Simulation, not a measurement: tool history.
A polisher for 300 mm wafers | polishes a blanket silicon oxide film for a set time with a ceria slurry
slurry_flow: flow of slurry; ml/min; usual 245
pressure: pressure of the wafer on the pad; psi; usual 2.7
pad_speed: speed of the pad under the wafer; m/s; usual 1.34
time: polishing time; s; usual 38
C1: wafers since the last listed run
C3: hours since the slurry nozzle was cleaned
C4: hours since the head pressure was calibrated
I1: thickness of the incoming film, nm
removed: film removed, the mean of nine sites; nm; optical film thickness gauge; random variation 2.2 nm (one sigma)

Run 1, hour 0.0: usual settings but time 29 s; C1 0; wafers polished on this pad 711; C3 426.8; C4 223.9; I1 715.1. Result: removed 138.5 nm.
Run 2, hour 85.9: usual settings but time 29 s; C1 928; wafers polished on this pad 1640; C3 512.7; C4 309.8; I1 715.1. Result: removed 133.4 nm.
Run 3, hour 101.6: usual settings but time 29 s; C1 169; wafers polished on this pad 1810; C3 528.4; C4 325.5; I1 732.0. Result: removed 131.0 nm.
At hour 106.0: head pressure recalibrated.
At hour 116.9: worn pad replaced by a new one.
Run 4, hour 132.4: usual settings but pad_speed 1.46 m/s; C1 268; wafers polished on this pad 167; C3 559.2; C4 26.4; I1 718.2. Result: removed 198.8 nm.
Run 5, hour 157.1: usual settings but pad_speed 1.46 m/s; C1 267; wafers polished on this pad 434; C3 583.9; C4 51.1; I1 723.2. Result: removed 201.3 nm.
Run 6, hour 191.8: usual settings; C1 375; wafers polished on this pad 809; C3 618.6; C4 85.8; I1 722.5. Result: removed 183.7 nm.
Run 7, hour 248.8: usual settings; C1 616; wafers polished on this pad 1425; C3 675.6; C4 142.8; I1 730.2. Result: removed 179.4 nm.
At hour 253.2: slurry nozzle cleaned.
Run 8, hour 269.8: usual settings; C1 216; wafers polished on this pad 1642; C3 16.6; C4 163.8; I1 711.4. Result: removed 183.1 nm.
Run 9, hour 292.6: usual settings; C1 246; wafers polished on this pad 1888; C3 39.4; C4 186.6; I1 729.2. Result: removed 176.5 nm.
At hour 316.9: worn pad replaced by a new one.
Run 10, hour 317.6: usual settings but pressure 3.1 psi, pad_speed 1.08 m/s; C1 227; wafers polished on this pad 7; C3 64.4; C4 211.6; I1 714.2. Result: removed 160.4 nm.
Run 11, hour 344.3: usual settings but pressure 3.1 psi, pad_speed 1.08 m/s; C1 288; wafers polished on this pad 295; C3 91.1; C4 238.3; I1 719.6. Result: removed 153.8 nm.
Run 12, hour 368.3: usual settings; C1 259; wafers polished on this pad 555; C3 115.1; C4 262.3; I1 730.7. Result: removed 178.2 nm.
Run 13, hour 391.8: usual settings; C1 254; wafers polished on this pad 809; C3 138.6; C4 285.8; I1 719.2. Result: removed 170.2 nm.
Run 14, hour 408.9: usual settings; C1 184; wafers polished on this pad 994; C3 155.7; C4 302.9; I1 709.0. Result: removed 169.0 nm.
Run 15, hour 434.0: usual settings but time 28 s; C1 271; wafers polished on this pad 1265; C3 180.8; C4 328.0; I1 726.2. Result: removed 126.9 nm.
Run 16, hour 448.9: usual settings; C1 161; wafers polished on this pad 1427; C3 195.7; C4 342.9; I1 711.6. Result: removed 170.7 nm.
At hour 451.2: head pressure recalibrated.
Run 17, hour 478.2: usual settings; C1 295; wafers polished on this pad 1722; C3 225.0; C4 27.0; I1 734.2. Result: removed 184.3 nm.
Run 18, hour 493.3: usual settings; C1 163; wafers polished on this pad 1885; C3 240.1; C4 42.1; I1 722.1. Result: removed 181.8 nm.
At hour 517.7: worn pad replaced by a new one.
Run 19, hour 523.0: usual settings; C1 277; wafers polished on this pad 57; C3 269.8; C4 71.8; I1 705.8. Result: removed 182.5 nm.
Run 20, hour 535.1: usual settings; C1 130; wafers polished on this pad 188; C3 281.9; C4 83.9; I1 718.9. Result: removed 183.7 nm.
Run 21, hour 554.7: usual settings but pad_speed 1.72 m/s; C1 211; wafers polished on this pad 400; C3 301.5; C4 103.5; I1 716.7. Result: removed 232.4 nm.
Run 22, hour 575.8: usual settings but pad_speed 0.88 m/s; C1 228; wafers polished on this pad 628; C3 322.6; C4 124.6; I1 717.4. Result: removed 118.4 nm.
Run 23, hour 592.6: usual settings but pressure 3.5 psi, pad_speed 1.48 m/s; C1 181; wafers polished on this pad 809; C3 339.4; C4 141.4; I1 719.5. Result: removed 246.5 nm.
Run 24, hour 615.6: usual settings but slurry_flow 275 ml/min, pressure 2.1 psi, pad_speed 1.62 m/s, time 32 s; C1 248; wafers polished on this pad 1058; C3 362.4; C4 164.4; I1 719.6. Result: removed 155.7 nm.
Run 25, hour 637.1: usual settings but slurry_flow 270 ml/min, pressure 2.1 psi, pad_speed 1.70 m/s, time 35 s; C1 232; wafers polished on this pad 1291; C3 383.9; C4 185.9; I1 707.8. Result: removed 177.7 nm.
Run 26, hour 669.9: usual settings but pressure 3.0 psi; C1 354; wafers polished on this pad 1645; C3 416.7; C4 218.7; I1 708.3. Result: removed 191.6 nm.
Run 27, hour 688.2: usual settings but pressure 2.0 psi, time 33 s; C1 197; wafers polished on this pad 1843; C3 435.0; C4 237.0; I1 723.5. Result: removed 126.5 nm.
At hour 705.7: worn pad replaced by a new one.
Run 28, hour 706.2: usual settings but slurry_flow 170 ml/min, pressure 3.5 psi, pad_speed 1.76 m/s, time 30 s; C1 151; wafers polished on this pad 4; C3 453.0; C4 255.0; I1 718.8. Result: removed 217.5 nm.
Run 29, hour 718.8: usual settings but pad_speed 1.62 m/s; C1 136; wafers polished on this pad 141; C3 465.6; C4 267.6; I1 715.8. Result: removed 214.2 nm.
At hour 728.6: head pressure recalibrated.
Run 30, hour 737.7: usual settings but slurry_flow 205 ml/min, pad_speed 1.10 m/s, time 44 s; C1 182; wafers polished on this pad 323; C3 484.5; C4 9.1; I1 719.6. Result: removed 172.6 nm.
Run 31, hour 750.8: usual settings but slurry_flow 290 ml/min, pressure 3.1 psi, pad_speed 1.60 m/s, time 29 s; C1 141; wafers polished on this pad 465; C3 497.6; C4 22.2; I1 722.2. Result: removed 185.8 nm.
Run 32, hour 766.4: usual settings but pad_speed 1.52 m/s, time 44 s; C1 168; wafers polished on this pad 634; C3 513.2; C4 37.8; I1 718.0. Result: removed 237.6 nm.
Run 33, hour 789.8: usual settings but pad_speed 1.70 m/s; C1 253; wafers polished on this pad 887; C3 536.6; C4 61.2; I1 714.7. Result: removed 226.8 nm.
Run 34, hour 821.3: usual settings but pressure 3.3 psi, pad_speed 0.88 m/s; C1 340; wafers polished on this pad 1227; C3 568.1; C4 92.7; I1 714.9. Result: removed 141.0 nm.
Run 35, hour 855.8: usual settings; C1 373; wafers polished on this pad 1601; C3 602.6; C4 127.2; I1 726.6. Result: removed 181.0 nm.
Run 36, hour 878.5: usual settings but pressure 2.2 psi, pad_speed 1.00 m/s, time 33 s; C1 245; wafers polished on this pad 1846; C3 625.3; C4 149.9; I1 725.0. Result: removed 102.5 nm.
At hour 886.1: slurry nozzle cleaned.
Run 37, hour 893.9: usual settings; C1 155; wafers polished on this pad 2002; C3 7.8; C4 165.3; I1 720.0. Result: removed 180.8 nm.
At hour 905.3: worn pad replaced by a new one.
Run 38, hour 924.1: usual settings but pressure 3.5 psi, pad_speed 1.48 m/s; C1 283; wafers polished on this pad 203; C3 38.0; C4 195.5; I1 724.3. Result: removed 236.9 nm.

The same runs without the tool's hidden state, with the same run-to-run variation:
The hidden state here: removal rate lost through wear of the pad, %; slurry flow missing at the pad, %; deviation of the head's pressure from its setpoint, %.
run  removed
  1    142.3
  2    141.3
  3    139.6
  4    199.7
  5    202.5
  6    185.3
  7    182.5
  8    187.0
  9    181.2
 10    165.7
 11    160.2
 12    187.1
 13    180.2
 14    180.1
 15    136.7
 16    185.2
 17    184.4
 18    182.0
 19    183.1
 20    184.5
 21    234.0
 22    119.6
 23    249.7
 24    158.4
 25    181.6
 26    197.6
 27    131.1
 28    226.7
 29    224.3
 30    172.5
 31    185.8
 32    237.7
 33    227.1
 34    141.7
 35    182.7
 36    103.8
 37    183.9
 38    242.6

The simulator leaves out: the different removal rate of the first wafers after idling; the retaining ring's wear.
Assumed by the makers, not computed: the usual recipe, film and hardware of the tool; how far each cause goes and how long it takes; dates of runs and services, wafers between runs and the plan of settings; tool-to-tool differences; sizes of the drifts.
